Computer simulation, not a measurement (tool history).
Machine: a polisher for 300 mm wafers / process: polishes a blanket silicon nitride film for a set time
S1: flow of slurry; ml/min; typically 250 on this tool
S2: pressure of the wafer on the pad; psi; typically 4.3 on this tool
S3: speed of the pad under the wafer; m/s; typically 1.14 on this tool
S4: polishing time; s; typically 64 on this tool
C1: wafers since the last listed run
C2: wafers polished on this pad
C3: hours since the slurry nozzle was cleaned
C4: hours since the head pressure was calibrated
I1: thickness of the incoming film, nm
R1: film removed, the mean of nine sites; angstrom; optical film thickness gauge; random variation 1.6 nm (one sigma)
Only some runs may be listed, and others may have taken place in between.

run,hour,S1,S2,S3,S4,C1,C2,C3,C4,I1,R1
1,0,250,4.3,1.14,59,0,6,570.2,698.2,890.1,1506
2,23.8,250,4.3,1.14,59,151,158,594,722,910.4,1486
3,73.9,250,4.3,1.14,59,319,478,644.1,772.1,893.7,1441
4,93.9,250,4.3,1.14,64,127,605,664.1,792.1,918.2,1572
5,122.6,250,4.3,1.14,64,183,789,692.8,820.8,904.2,1540
6,142.8,250,4.3,1.14,64,128,918,713,841,896.8,1529
# hour 172: worn pad replaced by a new one
7,175.2,250,4.3,1.14,64,181,20,745.4,873.4,892.9,1617
8,205,250,4.3,1.14,64,190,210,775.2,903.2,887.5,1607
# hour 235.4: slurry nozzle cleaned
9,236,250,4.3,1.14,64,191,402,0.6,934.2,902.7,1771
# hour 329.3: worn pad replaced by a new one
10,329.8,250,4.3,1.14,64,573,3,94.4,1028,897.5,1726
11,363.3,250,4.3,1.14,64,213,216,127.9,1061.5,886.6,1719
12,387,250,4.3,1.14,64,151,368,151.6,1085.2,918,1704
13,406.5,250,4.3,1.46,64,124,492,171.1,1104.7,887.7,2065
# hour 418.6: head pressure recalibrated
14,435.7,220,4.3,1.14,64,173,666,200.3,17.1,905.5,1646
15,467.7,250,4.3,0.88,64,204,870,232.3,49.1,898.2,1323

Expected results for the next run?
# hour 493.2: worn pad replaced by a new one
16,498.5,205,4.3,1.14,64,171,34,263.1,79.9,905.6,?

R1: 1609 angstrom
The same run, on a tool lacking any hidden state, would have yielded R1 1754 angstrom.
